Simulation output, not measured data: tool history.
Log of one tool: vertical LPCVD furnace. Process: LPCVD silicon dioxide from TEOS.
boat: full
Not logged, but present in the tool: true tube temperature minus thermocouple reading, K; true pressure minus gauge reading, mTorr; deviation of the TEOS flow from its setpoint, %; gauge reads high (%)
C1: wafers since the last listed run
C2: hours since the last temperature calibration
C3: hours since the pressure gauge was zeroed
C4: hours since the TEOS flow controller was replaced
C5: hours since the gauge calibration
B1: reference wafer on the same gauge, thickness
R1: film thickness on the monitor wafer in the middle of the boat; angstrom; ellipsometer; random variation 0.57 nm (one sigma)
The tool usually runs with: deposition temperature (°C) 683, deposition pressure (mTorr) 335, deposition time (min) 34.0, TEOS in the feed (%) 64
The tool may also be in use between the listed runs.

Run 1, hour 0.0: usual settings but TEOS in the feed (%) 57; C1 0; C2 1494.3; C3 2834.4; C4 4366.2; C5 1855.9; B1 166.00. Result: R1 1584.5 angstrom.
Run 2, hour 58.8: usual settings; C1 691; C2 1553.1; C3 2893.2; C4 4425.0; C5 1914.7; B1 166.04. Result: R1 1666.0 angstrom.
Run 3, hour 132.4: usual settings; C1 865; C2 1626.7; C3 2966.8; C4 4498.6; C5 1988.3; B1 166.03. Result: R1 1677.8 angstrom.
Run 4, hour 198.1: usual settings but deposition temperature (°C) 692; C1 772; C2 1692.4; C3 3032.5; C4 4564.3; C5 2054.0; B1 165.91. Result: R1 2072.6 angstrom.
At hour 234.3: thermocouples replaced and temperature profile calibrated.
Run 5, hour 241.8: usual settings but deposition temperature (°C) 692; C1 231; C2 7.5; C3 3076.2; C4 4608.0; C5 2097.7; B1 165.83. Result: R1 2036.2 angstrom.
Run 6, hour 329.7: usual settings; C1 1033; C2 95.4; C3 3164.1; C4 4695.9; C5 2185.6; B1 166.10. Result: R1 1649.0 angstrom.
Run 7, hour 410.8: usual settings; C1 953; C2 176.5; C3 3245.2; C4 4777.0; C5 2266.7; B1 165.95. Result: R1 1646.8 angstrom.
Run 8, hour 560.2: usual settings; C1 1756; C2 325.9; C3 3394.6; C4 4926.4; C5 2416.1; B1 166.12. Result: R1 1660.8 angstrom.
Run 9, hour 649.0: usual settings; C1 1044; C2 414.7; C3 3483.4; C4 5015.2; C5 2504.9; B1 165.80. Result: R1 1670.2 angstrom.
Run 10, hour 722.3: usual settings; C1 861; C2 488.0; C3 3556.7; C4 5088.5; C5 2578.2; B1 165.96. Result: R1 1661.7 angstrom.
Run 11, hour 770.5: usual settings but deposition time (min) 38.5; C1 566; C2 536.2; C3 3604.9; C4 5136.7; C5 2626.4; B1 166.07. Result: R1 1882.4 angstrom.
Run 12, hour 927.3: usual settings but deposition time (min) 39.5; C1 1843; C2 693.0; C3 3761.7; C4 5293.5; C5 2783.2; B1 165.87. Result: R1 1929.7 angstrom.
Run 13, hour 1003.2: usual settings but deposition time (min) 39.5; C1 892; C2 768.9; C3 3837.6; C4 5369.4; C5 2859.1; B1 166.08. Result: R1 1947.0 angstrom.
Run 14, hour 1093.3: usual settings but deposition pressure (mTorr) 395; C1 1059; C2 859.0; C3 3927.7; C4 5459.5; C5 2949.2; B1 166.08. Result: R1 1811.3 angstrom.
Run 15, hour 1195.4: usual settings but TEOS in the feed (%) 52; C1 1200; C2 961.1; C3 4029.8; C4 5561.6; C5 3051.3; B1 165.85. Result: R1 1506.0 angstrom.
At hour 1224.9: gauge calibrated.
At hour 1266.5: pressure gauge zeroed.
Run 16, hour 1290.4: usual settings but deposition pressure (mTorr) 370; C1 834; C2 1056.1; C3 23.9; C4 5656.6; C5 65.5; B1 166.02. Result: R1 1755.8 angstrom.
Run 17, hour 1359.9: usual settings; C1 817; C2 1125.6; C3 93.4; C4 5726.1; C5 135.0; B1 166.05. Result: R1 1677.1 angstrom.
Run 18, hour 1455.4: usual settings but deposition pressure (mTorr) 395; C1 1122; C2 1221.1; C3 188.9; C4 5821.6; C5 230.5; B1 166.03. Result: R1 1825.7 angstrom.
At hour 1526.0: TEOS flow controller replaced.
Run 19, hour 1539.0: usual settings but deposition pressure (mTorr) 415, deposition time (min) 47.0; C1 700; C2 1304.7; C3 272.5; C4 13.0; C5 314.1; B1 165.98. Result: R1 2584.6 angstrom.
At hour 1583.0: thermocouples replaced and temperature profile calibrated.
Run 20, hour 1616.5: usual settings but deposition time (min) 46.0, TEOS in the feed (%) 58; C1 628; C2 33.5; C3 350.0; C4 90.5; C5 391.6; B1 165.91. Result: R1 2131.3 angstrom.
Run 21, hour 1662.1: usual settings but deposition temperature (°C) 693; C1 536; C2 79.1; C3 395.6; C4 136.1; C5 437.2; B1 165.87. Result: R1 2092.5 angstrom.
Run 22, hour 1752.7: usual settings but deposition temperature (°C) 673, deposition pressure (mTorr) 265, TEOS in the feed (%) 54; C1 1065; C2 169.7; C3 486.2; C4 226.7; C5 527.8; B1 165.98. Result: R1 1058.8 angstrom.
Run 23, hour 1802.0: usual settings; C1 579; C2 219.0; C3 535.5; C4 276.0; C5 577.1; B1 165.99. Result: R1 1659.3 angstrom.
Run 24, hour 1857.0: usual settings; C1 646; C2 274.0; C3 590.5; C4 331.0; C5 632.1; B1 166.03. Result: R1 1661.0 angstrom.
Run 25, hour 1991.0: usual settings but deposition temperature (°C) 688, TEOS in the feed (%) 51; C1 1575; C2 408.0; C3 724.5; C4 465.0; C5 766.1; B1 166.07. Result: R1 1676.2 angstrom.
Run 26, hour 2029.7: usual settings but deposition temperature (°C) 674, deposition pressure (mTorr) 375, deposition time (min) 24.5; C1 454; C2 446.7; C3 763.2; C4 503.7; C5 804.8; B1 166.12. Result: R1 1024.8 angstrom.
Run 27, hour 2120.5: usual settings but deposition temperature (°C) 695, TEOS in the feed (%) 69; C1 1067; C2 537.5; C3 854.0; C4 594.5; C5 895.6; B1 165.82. Result: R1 2306.9 angstrom.
Run 28, hour 2303.1: usual settings but deposition temperature (°C) 693, deposition pressure (mTorr) 310, deposition time (min) 45.0, TEOS in the feed (%) 69; C1 2146; C2 720.1; C3 1036.6; C4 777.1; C5 1078.2; B1 166.09. Result: R1 2804.9 angstrom.
Run 29, hour 2405.9: usual settings; C1 1208; C2 822.9; C3 1139.4; C4 879.9; C5 1181.0; B1 165.98. Result: R1 1687.8 angstrom.
Run 30, hour 2659.0: usual settings; C1 2975; C2 1076.0; C3 1392.5; C4 1133.0; C5 1434.1; B1 166.09. Result: R1 1685.5 angstrom.
Run 31, hour 2762.0: usual settings but deposition temperature (°C) 675, deposition pressure (mTorr) 295, deposition time (min) 22.0, TEOS in the feed (%) 59; C1 1210; C2 1179.0; C3 1495.5; C4 1236.0; C5 1537.1; B1 165.89. Result: R1 811.2 angstrom.

Each row is a separate what-if for the run after 31, all from the same tool condition, not one after another. Results?
Run A, hour 2766.0: usual settings but deposition pressure (mTorr) 385; C1 47; C2 1183.0; C3 1499.5; C4 1240.0; C5 1541.1; B1 ?. Result: R1 ?.
Run B, hour 2766.0: usual settings but deposition temperature (°C) 689, deposition time (min) 44.5; C1 47; C2 1183.0; C3 1499.5; C4 1240.0; C5 1541.1; B1 ?. Result: R1 ?.
Run C, hour 2766.0: usual settings but deposition temperature (°C) 675, deposition time (min) 44.5, TEOS in the feed (%) 73; C1 47; C2 1183.0; C3 1499.5; C4 1240.0; C5 1541.1; B1 ?. Result: R1 ?.
Run D, hour 2766.0: usual settings but deposition temperature (°C) 671; C1 47; C2 1183.0; C3 1499.5; C4 1240.0; C5 1541.1; B1 ?. Result: R1 ?.

run      B1      R1
  A  166.05  1807.2
  B  166.05  2546.4
  C  166.05  1940.9
  D  166.05  1258.6
Without the tool's unlogged condition, the same runs would have read:
run      R1
  A  1756.2
  B  2475.5
  C  1885.2
  D  1222.2
